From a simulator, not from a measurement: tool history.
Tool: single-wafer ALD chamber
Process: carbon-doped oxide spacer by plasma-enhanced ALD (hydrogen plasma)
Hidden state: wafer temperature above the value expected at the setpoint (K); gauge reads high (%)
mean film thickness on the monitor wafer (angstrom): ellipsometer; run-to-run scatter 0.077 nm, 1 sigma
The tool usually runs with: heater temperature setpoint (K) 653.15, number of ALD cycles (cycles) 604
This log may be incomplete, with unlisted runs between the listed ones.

run,hour,heater temperature setpoint (K),number of ALD cycles (cycles),wafers since the last listed run,hours since the last thermocouple change,hours since the gauge calibration,"read-back reference wafer on the same gauge, thickness_nm",mean film thickness on the monitor wafer (angstrom)
1,0.0,653.15,604,0,198.9,566.5,34.626,308.25
2,37.1,653.15,604,28,236.0,603.6,34.645,308.93
3,251.7,653.15,604,162,450.6,818.2,34.751,309.80
4,338.1,653.15,604,65,537.0,904.6,34.785,310.20
5,428.7,653.15,604,68,627.6,995.2,34.824,310.15
6,466.9,653.15,604,28,665.8,1033.4,34.831,308.73
7,533.9,646.15,604,50,732.8,1100.4,34.885,311.87
8,636.8,646.15,604,78,835.7,1203.3,34.921,310.43
9,721.1,653.15,559,63,920.0,1287.6,34.948,286.49
10,772.5,653.15,559,38,971.4,1339.0,34.981,288.84
11,833.7,653.15,559,46,1032.6,1400.2,35.011,288.40
12,892.9,653.15,563,44,1091.8,1459.4,35.046,289.57
13,982.7,660.15,604,68,1181.6,1549.2,35.085,312.01
# hour 1074.1: gauge calibrated
14,1081.4,660.15,604,74,1280.3,7.3,34.415,307.02
15,1301.4,653.15,604,166,1500.3,227.3,34.492,306.92
# hour 1344.3: thermocouple changed; heater temperature recalibrated
16,1409.1,653.15,632,75,64.8,335.0,34.532,322.04
17,1500.4,656.15,604,69,156.1,426.3,34.574,308.52
18,1585.7,656.15,604,64,241.4,511.6,34.621,308.96
19,1677.9,656.15,604,69,333.6,603.8,34.661,308.91
20,1771.4,653.15,604,70,427.1,697.3,34.703,309.85
21,1861.8,653.15,604,68,517.5,787.7,34.756,307.77
22,1959.1,653.15,514,73,614.8,885.0,34.805,263.28
23,2005.4,645.15,604,35,661.1,931.3,34.823,310.08
24,2053.2,645.15,604,36,708.9,979.1,34.843,310.65
25,2098.5,663.15,509,34,754.2,1024.4,34.871,261.57
26,2182.6,646.15,604,63,838.3,1108.5,34.892,310.14
27,2225.4,660.15,500,32,881.1,1151.3,34.903,257.00
28,2301.7,653.15,604,57,957.4,1227.6,34.926,313.00
29,2385.2,649.15,568,63,1040.9,1311.1,34.988,293.05
30,2451.0,644.15,711,49,1106.7,1376.9,35.004,366.46
31,2519.9,663.15,693,52,1175.6,1445.8,35.046,358.34
# hour 2548.7: gauge calibrated
32,2645.5,646.15,484,95,1301.2,96.8,34.587,246.68
33,2705.3,653.15,704,45,1361.0,156.6,34.630,358.95
34,2779.7,640.15,604,56,1435.4,231.0,34.651,307.72
35,2847.3,653.15,662,51,1503.0,298.6,34.672,339.48
# hour 2926.1: thermocouple changed; heater temperature recalibrated
36,2932.7,653.15,604,58,6.6,384.0,34.721,308.70
37,3029.0,653.15,604,73,102.9,480.3,34.757,308.49
38,3100.0,663.15,660,53,173.9,551.3,34.785,338.71
39,3139.0,653.15,549,29,212.9,590.3,34.811,281.71
40,3209.0,663.15,511,53,282.9,660.3,34.827,261.68
41,3269.7,642.15,604,46,343.6,721.0,34.863,311.59
42,3342.4,662.15,714,55,416.3,793.7,34.905,367.23

Measured minus without-hidden-state, run by run (identical run-to-run variation in each term; gauge scatter may differ):
run,mean film thickness on the monitor wafer (angstrom)
1,+1.23
2,+1.39
3,+2.24
4,+2.58
5,+2.94
6,+3.08
7,+3.38
8,+3.76
9,+3.78
10,+4.00
11,+4.21
12,+4.44
13,+5.14
14,-0.85
15,+0.03
16,+0.48
17,+0.82
18,+1.16
19,+1.52
20,+1.90
21,+2.24
22,+2.24
23,+2.83
24,+3.02
25,+2.70
26,+3.52
27,+3.06
28,+4.03
29,+4.08
30,+5.40
31,+5.59
32,+0.61
33,+1.15
34,+1.28
35,+1.71
36,+1.90
37,+2.27
38,+2.80
39,+2.47
40,+2.53
41,+3.25
42,+4.17
